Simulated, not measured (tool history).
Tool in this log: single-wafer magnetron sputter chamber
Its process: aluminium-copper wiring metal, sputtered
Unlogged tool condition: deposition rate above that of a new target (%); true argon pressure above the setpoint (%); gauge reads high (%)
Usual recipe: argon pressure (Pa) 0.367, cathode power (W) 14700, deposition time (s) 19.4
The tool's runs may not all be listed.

run    hour  argon pressure (Pa)  cathode power (W)  deposition time (s)  wafers since the last listed run  wafers on the sputter target  hours since the last manometer calibration  hours since the magnet pack was replaced  hours since the gauge calibration  read-back reference wafer on the same gauge, thickness_nm  mean film thickness on the monitor wafer (angstrom)
  1     0.0                0.367              15550                 19.4                                 0                          7524                                       193.6                                    4262.7                              927.2                                                    613.775                                              5423.04
  2    74.2                0.367              14700                 16.5                              1832                          9357                                       267.8                                    4336.9                             1001.4                                                    614.026                                              4347.80
  3   167.6                0.367              14700                 16.5                              2307                         11665                                       361.2                                    4430.3                             1094.8                                                    613.893                                              4334.95
  4   227.3                0.367              14700                 16.5                              1474                         13139                                       420.9                                    4490.0                             1154.5                                                    614.072                                              4319.92
  5   273.8                0.367              14700                 19.4                              1148                         14288                                       467.4                                    4536.5                             1201.0                                                    614.008                                              5058.08
      284.9  -- sputter target and shields replaced
  6   508.2                0.367              14700                 19.4                              5592                          5516                                       701.8                                    4770.9                             1435.4                                                    614.108                                              5206.64
  7   605.3                0.367              14700                 19.4                              2398                          7915                                       798.9                                    4868.0                             1532.5                                                    613.946                                              5189.86
  8   706.2                0.367              14700                 19.4                              2492                         10407                                       899.8                                    4968.9                             1633.4                                                    614.013                                              5177.40
  9   754.2                0.367              14700                 19.4                              1185                         11593                                       947.8                                    5016.9                             1681.4                                                    614.128                                              5150.10
      838.1  -- sputter target and shields replaced
 10  1039.1                0.367              14700                 19.4                              6840                          4966                                      1232.7                                    5301.8                             1966.3                                                    614.176                                              5234.94
 11  1097.0                0.367              14700                 19.4                              1430                          6396                                      1290.6                                    5359.7                             2024.2                                                    613.775                                              5229.35
     1106.8  -- magnet pack replaced
 12  1203.1                0.367              14700                 19.4                              2423                          8820                                      1396.7                                      96.3                             2130.3                                                    614.002                                              5213.17
     1236.4  -- capacitance manometer re-zeroed and calibrated
 13  1255.3                0.367              14700                 19.4                              1091                          9912                                        18.9                                     148.5                             2182.5                                                    614.220                                              5083.70
 14  1356.9                0.367              14700                 19.4                              2509                         12422                                       120.5                                     250.1                             2284.1                                                    613.708                                              5080.30
 15  1415.8                0.367              14700                 19.4                              1455                         13877                                       179.4                                     309.0                             2343.0                                                    613.622                                              5066.81
     1522.6  -- sputter target and shields replaced
 16  1523.1                0.367              14700                 19.4                              2453                            11                                       286.7                                     416.3                             2450.3                                                    614.231                                              5214.86
 17  1560.4                0.435              15900                 23.2                               921                           933                                       324.0                                     453.6                             2487.6                                                    613.955                                              6394.34
 18  1627.2                0.367              13100                 19.4                              1650                          2583                                       390.8                                     520.4                             2554.4                                                    613.996                                              4635.55
 19  1713.9                0.270              13400                 20.4                              2141                          4725                                       477.5                                     607.1                             2641.1                                                    613.895                                              5328.32
 20  1800.2                0.367              14700                 19.4                              2131                          6856                                       563.8                                     693.4                             2727.4                                                    613.826                                              5174.39
 21  1888.6                0.367              14700                 19.4                              2183                          9040                                       652.2                                     781.8                             2815.8                                                    613.757                                              5188.17
 22  1956.6                0.269              14700                 19.4                              1679                         10720                                       720.2                                     849.8                             2883.8                                                    613.991                                              5547.32
     2058.0  -- sputter target and shields replaced
 23  2063.5                0.420              18200                 18.0                              2443                           135                                       827.1                                     956.7                             2990.7                                                    614.046                                              5793.09
 24  2107.5                0.323              13050                 15.8                              1086                          1222                                       871.1                                    1000.7                             3034.7                                                    613.868                                              3912.11
 25  2199.6                0.367              14700                 16.5                              2275                          3497                                       963.2                                    1092.8                             3126.8                                                    614.026                                              4457.47
     2219.6  -- gauge calibrated
 26  2305.5                0.269              14700                 19.4                              2616                          6113                                      1069.1                                    1198.7                               85.9                                                    614.127                                              5627.00
 27  2402.8                0.256              14700                 22.3                              2403                          8516                                      1166.4                                    1296.0                              183.2                                                    614.231                                              6478.18
     2458.4  -- capacitance manometer re-zeroed and calibrated
 28  2459.7                0.222              11300                 17.8                              1207                          9724                                         1.3                                    1352.9                              240.1                                                    614.114                                              4033.50
 29  2498.4                0.367              17450                 19.4                               956                         10680                                        40.0                                    1391.6                              278.8                                                    614.383                                              6056.64
 30  2586.4                0.367              14700                 19.4                              2173                         12854                                       128.0                                    1479.6                              366.8                                                    614.263                                              5090.98
 31  2627.4                0.313              14700                 21.3                              1012                         13867                                       169.0                                    1520.6                              407.8                                                    614.111                                              5843.28
 32  2695.0                0.367              14700                 19.4                              1669                         15537                                       236.6                                    1588.2                              475.4                                                    613.881                                              5074.29
     2707.3  -- sputter target and shields replaced
 33  2902.0                0.258              14700                 15.6                              4915                          4809                                       443.6                                    1795.2                              682.4                                                    613.873                                              4537.52

Branching from run 33: 5 alternative next runs. What would each branch give?
  A  2902.4                0.367              14700                 19.4                                 9                          4819                                       444.0                                    1795.6                              682.8                                                          ?                                                    ?
  B  2902.4                0.252              13100                 23.2                                 9                          4819                                       444.0                                    1795.6                              682.8                                                          ?                                                    ?
  C  2902.4                0.512              15650                 18.0                                 9                          4819                                       444.0                                    1795.6                              682.8                                                          ?                                                    ?
  D  2902.4                0.435              14700                 23.3                                 9                          4819                                       444.0                                    1795.6                              682.8                                                          ?                                                    ?
  E  2902.4                0.326              14700                 16.0                                 9                          4819                                       444.0                                    1795.6                              682.8                                                          ?                                                    ?

run  read-back reference wafer on the same gauge, thickness_nm  mean film thickness on the monitor wafer (angstrom)
  A                                                    613.992                                              5201.31
  B                                                    613.992                                              6028.87
  C                                                    613.992                                              4638.48
  D                                                    613.992                                              5951.44
  E                                                    613.992                                              4418.85
Had the tool no hidden state, the same runs would have come out as:
run  mean film thickness on the monitor wafer (angstrom)
  A                                              5141.10
  B                                              6004.92
  C                                              4544.05
  D                                              5857.38
  E                                              4379.39
